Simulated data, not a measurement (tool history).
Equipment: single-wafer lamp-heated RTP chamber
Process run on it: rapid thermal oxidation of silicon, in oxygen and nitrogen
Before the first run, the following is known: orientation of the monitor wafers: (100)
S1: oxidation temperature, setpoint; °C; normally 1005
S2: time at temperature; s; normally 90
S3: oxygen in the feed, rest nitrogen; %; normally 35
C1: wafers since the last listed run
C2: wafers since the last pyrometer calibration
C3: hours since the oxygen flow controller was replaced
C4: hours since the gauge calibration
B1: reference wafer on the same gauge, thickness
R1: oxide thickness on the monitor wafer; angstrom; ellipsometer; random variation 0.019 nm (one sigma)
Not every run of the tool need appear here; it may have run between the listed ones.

run,hour,S1,S2,S3,C1,C2,C3,C4,B1,R1
1,0.0,1013,90,35,0,4953,3142.8,105.9,3.492,43.49
2,7.9,1013,90,35,71,5024,3150.7,113.8,3.492,43.34
3,19.7,1013,90,35,106,5131,3162.5,125.6,3.495,43.53
4,29.4,1005,90,35,87,5218,3172.2,135.3,3.487,41.45
5,42.3,1005,90,35,116,5334,3185.1,148.2,3.489,41.42
6,56.9,988,90,35,131,5465,3199.7,162.8,3.486,36.60
7,67.6,988,90,35,96,5561,3210.4,173.5,3.486,36.81
8,76.3,1005,74,35,78,5640,3219.1,182.2,3.488,37.95
9,89.6,1020,90,17,119,5759,3232.4,195.5,3.493,36.27
10,97.5,1020,90,17,71,5830,3240.3,203.4,3.489,36.24
11,104.4,1005,90,35,62,5892,3247.2,210.3,3.492,41.45
# hour 117.7: pyrometer window cleaned and pyrometer calibrated
# hour 119.4: gauge calibrated
12,120.7,1005,90,35,74,26,3263.5,1.3,3.489,41.31
13,138.4,1005,90,35,159,185,3281.2,19.0,3.493,41.31
# hour 157.9: oxygen flow controller replaced
14,158.4,1005,90,35,107,293,0.5,39.0,3.489,40.95
15,163.2,1020,90,49,43,336,5.3,43.8,3.486,51.65
16,176.6,989,51,17,120,457,18.7,57.2,3.489,24.69
17,194.0,983,45,51,156,613,36.1,74.6,3.494,30.30
18,207.4,977,90,26,120,734,49.5,88.0,3.489,31.39
19,257.7,1005,90,35,452,1186,99.8,138.3,3.490,41.35
20,274.0,983,123,53,146,1333,116.1,154.6,3.491,46.53
21,282.6,985,134,60,77,1410,124.7,163.2,3.486,51.08
22,289.4,1032,50,52,61,1471,131.5,170.0,3.489,44.36
23,297.5,1005,90,35,72,1544,139.6,178.1,3.487,40.98
24,313.1,1027,76,17,140,1684,155.2,193.7,3.491,35.30
25,325.6,1033,103,35,112,1797,167.7,206.2,3.488,53.27
26,334.8,1005,90,35,82,1879,176.9,215.4,3.489,41.12
# hour 344.4: gauge calibrated
27,347.4,979,90,20,113,1993,189.5,3.0,3.492,29.44
28,363.8,976,125,17,147,2140,205.9,19.4,3.489,31.23

Hidden condition of the tool, last listed run before each entry between runs versus first listed run after:
Logged between run 11 and run 12: pyrometer window cleaned and pyrometer calibrated (hour 117.7); gauge calibrated (hour 119.4)
  the hidden state is the same at both runs
Logged between run 13 and run 14: oxygen flow controller replaced (hour 157.9)
  the hidden state is the same at both runs
Logged between run 26 and run 27: gauge calibrated (hour 344.4)
  the hidden state is the same at both runs
